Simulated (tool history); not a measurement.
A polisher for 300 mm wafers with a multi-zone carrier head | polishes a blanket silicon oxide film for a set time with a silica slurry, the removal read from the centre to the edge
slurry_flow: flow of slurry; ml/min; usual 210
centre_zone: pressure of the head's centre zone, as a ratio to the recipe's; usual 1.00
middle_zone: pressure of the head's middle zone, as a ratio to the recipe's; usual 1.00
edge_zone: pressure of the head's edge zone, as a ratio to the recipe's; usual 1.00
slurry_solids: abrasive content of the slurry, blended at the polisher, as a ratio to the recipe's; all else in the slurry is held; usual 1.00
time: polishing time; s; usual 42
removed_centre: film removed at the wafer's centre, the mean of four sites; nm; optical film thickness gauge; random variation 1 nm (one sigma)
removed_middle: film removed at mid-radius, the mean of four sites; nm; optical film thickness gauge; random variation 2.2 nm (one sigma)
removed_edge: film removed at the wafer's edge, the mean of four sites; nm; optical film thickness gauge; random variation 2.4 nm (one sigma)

| run | hour | slurry_flow | centre_zone | middle_zone | edge_zone | slurry_solids | time | wafers since the last listed run | wafers polished on this pad | hours since the slurry nozzle was cleaned | hours since the centre zone pressure was calibrated | hours since the edge zone pressure was calibrated | hours since the carrier head's membrane was replaced | incoming thickness of the incoming film, nm | removed_centre | removed_middle | removed_edge |
|---|---|---|---|---|---|---|---|---|---|---|---|---|---|---|---|---|---|
| 1 | 0.0 | 210 | 1.00 | 1.00 | 1.00 | 1.00 | 42 | 0 | 730 | 52.0 | 562.6 | 568.8 | 1780.6 | 1567.7 | 156.1 | 155.7 | 154.2 |
| 2 | 24.5 | 210 | 1.00 | 1.00 | 1.00 | 1.00 | 42 | 229 | 960 | 76.5 | 587.1 | 593.3 | 1805.1 | 1592.2 | 153.4 | 156.1 | 153.3 |
|  | 57.2 | worn pad replaced by a new one |
| 3 | 71.4 | 210 | 1.00 | 1.00 | 1.00 | 1.00 | 42 | 402 | 133 | 123.4 | 634.0 | 640.2 | 1852.0 | 1600.2 | 144.3 | 146.8 | 146.8 |
| 4 | 91.7 | 210 | 1.00 | 1.00 | 1.00 | 1.00 | 42 | 190 | 323 | 143.7 | 654.3 | 660.5 | 1872.3 | 1571.6 | 144.5 | 144.2 | 147.7 |
| 5 | 126.6 | 210 | 1.00 | 1.00 | 1.04 | 1.00 | 42 | 327 | 651 | 178.6 | 689.2 | 695.4 | 1907.2 | 1583.3 | 141.9 | 144.5 | 143.2 |
|  | 151.7 | slurry nozzle cleaned |
|  | 159.6 | worn pad replaced by a new one, repeated, since the last time left the tool worse |
| 6 | 160.1 | 210 | 1.00 | 1.00 | 1.04 | 1.00 | 42 | 267 | 4 | 8.4 | 722.7 | 728.9 | 1940.7 | 1576.0 | 160.9 | 158.7 | 163.2 |
|  | 179.9 | carrier head's membrane replaced by a new one |
| 7 | 193.0 | 210 | 1.00 | 1.00 | 1.04 | 1.00 | 42 | 261 | 266 | 41.3 | 755.6 | 761.8 | 13.1 | 1580.2 | 160.1 | 157.7 | 165.8 |
| 8 | 218.7 | 210 | 1.00 | 0.92 | 1.00 | 1.00 | 42 | 241 | 507 | 67.0 | 781.3 | 787.5 | 38.8 | 1561.0 | 160.3 | 153.8 | 156.6 |
| 9 | 239.2 | 210 | 1.00 | 1.00 | 1.00 | 1.00 | 42 | 192 | 699 | 87.5 | 801.8 | 808.0 | 59.3 | 1560.6 | 156.7 | 158.4 | 154.7 |
|  | 268.6 | centre zone pressure recalibrated |
| 10 | 273.7 | 210 | 1.00 | 1.00 | 1.00 | 1.00 | 42 | 304 | 1004 | 122.0 | 5.1 | 842.5 | 93.8 | 1555.1 | 151.9 | 155.9 | 148.9 |
|  | 283.7 | worn pad replaced by a new one |
| 11 | 305.7 | 210 | 1.00 | 1.00 | 1.00 | 1.25 | 32 | 262 | 205 | 154.0 | 37.1 | 874.5 | 125.8 | 1566.1 | 137.0 | 136.6 | 137.9 |
| 12 | 366.7 | 275 | 1.00 | 1.04 | 1.00 | 0.80 | 36 | 572 | 778 | 215.0 | 98.1 | 935.5 | 186.8 | 1587.1 | 124.6 | 128.6 | 125.0 |
|  | 374.8 | slurry nozzle cleaned |
| 13 | 391.9 | 210 | 1.00 | 1.00 | 1.00 | 1.00 | 29 | 226 | 1005 | 17.1 | 123.3 | 960.7 | 212.0 | 1559.1 | 106.3 | 108.1 | 108.1 |
|  | 398.4 | edge zone pressure recalibrated |
| 14 | 411.0 | 210 | 1.00 | 1.00 | 1.00 | 1.20 | 42 | 160 | 1165 | 36.2 | 142.4 | 12.6 | 231.1 | 1606.1 | 163.9 | 165.9 | 166.7 |
|  | 418.9 | worn pad replaced by a new one |
| 15 | 439.8 | 210 | 1.00 | 0.95 | 1.00 | 1.00 | 31 | 232 | 195 | 65.0 | 171.2 | 41.4 | 259.9 | 1559.2 | 119.2 | 114.0 | 117.6 |
| 16 | 471.2 | 210 | 1.07 | 1.00 | 1.00 | 1.00 | 42 | 294 | 490 | 96.4 | 202.6 | 72.8 | 291.3 | 1598.4 | 170.5 | 157.5 | 161.0 |
| 17 | 498.9 | 210 | 1.00 | 1.00 | 1.00 | 1.00 | 42 | 259 | 749 | 124.1 | 230.3 | 100.5 | 319.0 | 1575.6 | 156.7 | 157.8 | 155.0 |
| 18 | 528.8 | 210 | 1.00 | 1.00 | 1.00 | 1.00 | 42 | 280 | 1030 | 154.0 | 260.2 | 130.4 | 348.9 | 1567.4 | 153.1 | 157.2 | 152.7 |
|  | 535.1 | worn pad replaced by a new one |
| 19 | 546.5 | 210 | 1.00 | 1.00 | 0.95 | 1.00 | 28 | 128 | 106 | 171.7 | 277.9 | 148.1 | 366.6 | 1561.7 | 106.3 | 105.4 | 105.4 |
| 20 | 561.5 | 210 | 1.00 | 1.00 | 1.08 | 1.10 | 46 | 140 | 247 | 186.7 | 292.9 | 163.1 | 381.6 | 1597.3 | 184.7 | 186.7 | 198.4 |
| 21 | 591.2 | 185 | 1.00 | 0.93 | 1.00 | 1.00 | 42 | 278 | 525 | 216.4 | 322.6 | 192.8 | 411.3 | 1579.8 | 154.3 | 150.7 | 156.4 |

4 ways to go on from here, each from the tool as it stands after run 21. What would each give?
| A | 591.6 | 210 | 1.00 | 1.07 | 1.00 | 1.00 | 42 | 3 | 529 | 216.8 | 323.0 | 193.2 | 411.7 | 1591.6 | ? | ? | ? |
| B | 591.6 | 210 | 1.00 | 1.00 | 1.04 | 0.90 | 42 | 3 | 529 | 216.8 | 323.0 | 193.2 | 411.7 | 1591.6 | ? | ? | ? |
| C | 591.6 | 170 | 1.06 | 1.00 | 1.06 | 1.00 | 42 | 3 | 529 | 216.8 | 323.0 | 193.2 | 411.7 | 1591.6 | ? | ? | ? |
| D | 591.6 | 210 | 1.10 | 1.12 | 0.88 | 0.85 | 42 | 3 | 529 | 216.8 | 323.0 | 193.2 | 411.7 | 1591.6 | ? | ? | ? |

| run | removed_centre | removed_middle | removed_edge |
|---|---|---|---|
| A | 158.8 | 169.6 | 155.6 |
| B | 149.9 | 152.5 | 149.9 |
| C | 161.6 | 155.6 | 156.0 |
| D | 159.8 | 160.3 | 134.2 |
Without the tool's hidden state the same runs would have given:
| run | removed_centre | removed_middle | removed_edge |
|---|---|---|---|
| A | 161.3 | 172.3 | 158.1 |
| B | 152.3 | 154.9 | 152.3 |
| C | 164.2 | 158.1 | 158.5 |
| D | 162.4 | 162.9 | 136.3 |
